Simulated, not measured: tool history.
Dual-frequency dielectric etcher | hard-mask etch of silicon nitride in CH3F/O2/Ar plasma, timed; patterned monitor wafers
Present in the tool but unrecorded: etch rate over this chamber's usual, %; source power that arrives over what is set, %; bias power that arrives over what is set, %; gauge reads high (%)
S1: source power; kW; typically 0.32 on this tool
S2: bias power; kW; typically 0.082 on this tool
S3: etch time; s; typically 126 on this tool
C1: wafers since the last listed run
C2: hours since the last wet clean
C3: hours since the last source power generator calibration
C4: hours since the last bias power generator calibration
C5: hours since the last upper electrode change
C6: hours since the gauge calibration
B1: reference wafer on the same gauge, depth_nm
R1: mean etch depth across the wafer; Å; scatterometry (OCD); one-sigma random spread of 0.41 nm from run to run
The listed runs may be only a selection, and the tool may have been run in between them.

run	hour	S1	S2	S3	C1	C2	C3	C4	C5	C6	B1	R1
1	0	0.32	0.082	126	0	330.9	2301.2	1940.3	2048.9	439.9	69.7	831
2	72.2	0.32	0.082	126	674	403.1	2373.4	2012.5	2121.1	512.1	69.8	830
3	131.9	0.32	0.069	126	557	462.8	2433.1	2072.2	2180.8	571.8	69.7	754
# hour 224.5: wet clean of the chamber
4	232.8	0.32	0.082	126	718	8.3	2534	2173.1	2281.7	672.7	69.7	830
5	281.7	0.32	0.082	126	456	57.2	2582.9	2222	2330.6	721.6	69.7	828
6	341.9	0.32	0.082	126	562	117.4	2643.1	2282.2	2390.8	781.8	69.8	833
7	417.7	0.32	0.082	126	708	193.2	2718.9	2358	2466.6	857.6	69.6	835
8	502.6	0.32	0.082	126	793	278.1	2803.8	2442.9	2551.5	942.5	69.7	826
9	601.5	0.32	0.082	126	924	377	2902.7	2541.8	2650.4	1041.4	69.7	831
10	663.2	0.32	0.082	126	576	438.7	2964.4	2603.5	2712.1	1103.1	69.8	827
11	767	0.32	0.082	126	969	542.5	3068.2	2707.3	2815.9	1206.9	69.7	831
# hour 800.1: wet clean of the chamber
12	805	0.32	0.082	126	130	4.9	3106.2	2745.3	2853.9	1244.9	69.7	834
13	871	0.32	0.082	126	616	70.9	3172.2	2811.3	2919.9	1310.9	69.7	833
# hour 922.2: upper electrode replaced, of another model than before
14	923.9	0.32	0.091	106.5	270	123.8	3225.1	2864.2	1.7	1363.8	69.7	750
15	973.1	0.32	0.082	126	459	173	3274.3	2913.4	50.9	1413	69.7	821
16	1110.6	0.32	0.082	126	1284	310.5	3411.8	3050.9	188.4	1550.5	69.7	819
17	1193.3	0.34	0.077	148	772	393.2	3494.5	3133.6	271.1	1633.2	69.7	944
18	1290.9	0.32	0.082	126	911	490.8	3592.1	3231.2	368.7	1730.8	69.8	821
# hour 1329.2: wet clean of the chamber
# hour 1465.7: gauge calibrated
# hour 1467.1: source power generator calibrated
19	1528.5	0.32	0.082	98	1958	199.3	61.4	3468.8	606.3	62.8	69.8	639
# hour 1742.5: bias power generator calibrated
20	1846.3	0.32	0.082	126	2932	517.1	379.2	103.8	924.1	380.6	69.6	844
21	1890.5	0.28	0.082	105	413	561.3	423.4	148	968.3	424.8	69.7	647
# hour 1926.2: wet clean of the chamber
22	1982	0.29	0.071	138	630	55.8	514.9	239.5	1059.8	516.3	69.7	764
23	2067.5	0.29	0.098	88.5	798	141.3	600.4	325	1145.3	601.8	69.6	645
24	2168.5	0.27	0.082	109	943	242.3	701.4	426	1246.3	702.8	69.7	665
25	2204.5	0.32	0.082	116.5	336	278.3	737.4	462	1282.3	738.8	69.8	766
26	2286.3	0.32	0.082	126	764	360.1	819.2	543.8	1364.1	820.6	69.7	831
27	2330.5	0.32	0.1	126	413	404.3	863.4	588	1408.3	864.8	69.7	974
28	2421.7	0.28	0.063	105	852	495.5	954.6	679.2	1499.5	956	69.8	491
# hour 2494.2: wet clean of the chamber
29	2494.7	0.32	0.082	126	457	0.5	1027.6	752.2	1572.5	1029	69.6	829

Each row is a separate what-if for the run after 29, all from the same tool condition, not one after another. Results?
A	2495.2	0.32	0.082	126	4	1	1028.1	752.7	1573	1029.5	?	?
B	2495.2	0.34	0.065	104	4	1	1028.1	752.7	1573	1029.5	?	?
C	2495.2	0.3	0.077	126	4	1	1028.1	752.7	1573	1029.5	?	?
D	2495.2	0.32	0.076	163.5	4	1	1028.1	752.7	1573	1029.5	?	?

run	B1	R1
A	69.6	834
B	69.6	567
C	69.6	761
D	69.6	1011
Stripped of hidden state, with their random variation kept, the same runs would have yielded:
run	R1
A	858
B	580
C	782
D	1039

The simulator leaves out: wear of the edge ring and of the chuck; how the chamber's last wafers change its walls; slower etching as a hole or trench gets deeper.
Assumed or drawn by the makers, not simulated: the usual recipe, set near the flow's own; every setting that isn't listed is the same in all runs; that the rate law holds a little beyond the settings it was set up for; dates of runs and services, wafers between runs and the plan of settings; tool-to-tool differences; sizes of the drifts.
